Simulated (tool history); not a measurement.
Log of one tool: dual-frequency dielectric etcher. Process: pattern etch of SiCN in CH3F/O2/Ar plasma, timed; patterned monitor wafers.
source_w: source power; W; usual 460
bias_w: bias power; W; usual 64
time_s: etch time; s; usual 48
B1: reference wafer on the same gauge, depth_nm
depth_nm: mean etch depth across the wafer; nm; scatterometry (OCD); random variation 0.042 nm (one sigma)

Run 1, hour 0: usual settings; B1 19.84. Result: depth_nm 17.96 nm.
Run 2, hour 67.5: usual settings; B1 19.82. Result: depth_nm 17.87 nm.
Run 3, hour 119.9: usual settings; B1 19.78. Result: depth_nm 17.8 nm.
At hour 153.6: wet clean of the chamber.
Run 4, hour 154.1: usual settings but bias_w 68 W; B1 19.76. Result: depth_nm 18.12 nm.
Run 5, hour 210.8: usual settings but bias_w 68 W; B1 19.76. Result: depth_nm 18.13 nm.
At hour 283.6: gauge calibrated.
At hour 291.3: source power generator calibrated.
Run 6, hour 341: usual settings but bias_w 68 W; B1 20.23. Result: depth_nm 18.59 nm.
Run 7, hour 387.4: usual settings; B1 20.23. Result: depth_nm 18.2 nm.
Run 8, hour 436.9: usual settings; B1 20.26. Result: depth_nm 18.25 nm.
At hour 461.2: upper electrode replaced.
Run 9, hour 488.8: usual settings; B1 20.22. Result: depth_nm 18.31 nm.
Run 10, hour 555.6: usual settings; B1 20.22. Result: depth_nm 18.13 nm.
Run 11, hour 586.5: usual settings; B1 20.24. Result: depth_nm 18.25 nm.
Run 12, hour 624: usual settings; B1 20.19. Result: depth_nm 18.24 nm.
At hour 702: wet clean of the chamber.
Run 13, hour 702.5: usual settings but source_w 360 W, bias_w 72 W, time_s 41.5 s; B1 20.2. Result: depth_nm 15.06 nm.
At hour 706.9: bias power generator calibrated.
Run 14, hour 718.9: usual settings but bias_w 74 W; B1 20.19. Result: depth_nm 19.01 nm.
Run 15, hour 763.7: usual settings but source_w 570 W, time_s 62 s; B1 20.18. Result: depth_nm 25.25 nm.

The next listed run, before its measurement:
Run 16, hour 788.7: usual settings but bias_w 52 W, time_s 39 s; B1 ?. Result: depth_nm ?.

{"run 16": {"B1": 20.19, "depth_nm": 13.88}}
Without the tool's hidden state the same run would have given depth_nm 13.9 nm.
